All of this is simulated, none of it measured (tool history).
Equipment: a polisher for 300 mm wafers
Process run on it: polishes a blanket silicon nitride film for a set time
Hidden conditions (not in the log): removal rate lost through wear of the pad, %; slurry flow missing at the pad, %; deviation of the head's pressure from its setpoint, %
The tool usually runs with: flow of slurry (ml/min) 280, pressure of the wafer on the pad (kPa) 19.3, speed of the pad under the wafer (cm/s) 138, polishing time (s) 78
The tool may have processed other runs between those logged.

run   hour  flow of slurry (ml/min)  pressure of the wafer on the pad (kPa)  speed of the pad under the wafer (cm/s)  polishing time (s)  wafers since the last listed run  wafers polished on this pad  hours since the slurry nozzle was cleaned  hours since the head pressure was calibrated  incoming thickness of the incoming film, nm  film removed (Å)
  1    0.0                      280                                    19.3                                      100                  78                                 0                          578                                      335.4                                         829.3                                        893.9              1164
  2   19.0                      280                                    19.3                                      100                  78                               101                          680                                      354.4                                         848.3                                        891.8              1180
  3   47.6                      280                                    19.3                                      104                  72                               152                          832                                      383.0                                         876.9                                        877.9              1111
      80.1  -- worn pad replaced by a new one
  4   83.4                      325                                    19.3                                      138                  78                               169                           17                                      418.8                                         912.7                                        875.7              1545
  5   96.5                      325                                    19.3                                      138                  78                                69                           87                                      431.9                                         925.8                                        888.6              1516
  6  136.9                      280                                    19.3                                      138                  78                               215                          302                                      472.3                                         966.2                                        873.8              1522
  7  153.6                      280                                    19.3                                      138                  78                                88                          391                                      489.0                                         982.9                                        878.2              1519
  8  185.2                      280                                    19.3                                      138                  78                               168                          559                                      520.6                                        1014.5                                        875.6              1506
  9  198.4                      280                                    19.3                                      138                  69                                70                          629                                      533.8                                        1027.7                                        872.8              1312
 10  228.6                      280                                    12.4                                      138                  65                               160                          790                                      564.0                                        1057.9                                        879.5               992
 11  243.4                      280                                    19.3                                      138                  91                                78                          869                                      578.8                                        1072.7                                        893.0              1727
     263.2  -- worn pad replaced by a new one
 12  269.8                      280                                    19.3                                      178                  78                               119                           35                                      605.2                                        1099.1                                        877.9              1858
 13  295.4                      370                                    19.3                                      120                  56                               136                          171                                      630.8                                        1124.7                                        880.8               976
     301.2  -- head pressure recalibrated
 14  315.0                      280                                    19.3                                      138                  78                                93                          265                                      650.4                                          13.8                                        877.8              1485
     324.5  -- slurry nozzle cleaned
 15  347.3                      280                                    19.3                                      138                  78                               166                          431                                       22.8                                          46.1                                        878.4              1469
 16  374.5                      280                                    19.3                                      138                  78                               144                          576                                       50.0                                          73.3                                        875.6              1519
 17  403.8                      280                                    19.3                                      120                  89                               156                          732                                       79.3                                         102.6                                        895.6              1527
     412.7  -- worn pad replaced by a new one
 18  503.6                      280                                    24.8                                      138                  78                               510                          484                                      179.1                                         202.4                                        893.0              1780
 19  527.7                      335                                    22.8                                      112                  62                               128                          612                                      203.2                                         226.5                                        871.1              1128

Give the tool's hidden conditions for every run:
removal rate lost through wear of the pad, %: 0, the same for each run
slurry flow missing at the pad, %: 0, the same for each run
deviation of the head's pressure from its setpoint, %: 0, the same for each run

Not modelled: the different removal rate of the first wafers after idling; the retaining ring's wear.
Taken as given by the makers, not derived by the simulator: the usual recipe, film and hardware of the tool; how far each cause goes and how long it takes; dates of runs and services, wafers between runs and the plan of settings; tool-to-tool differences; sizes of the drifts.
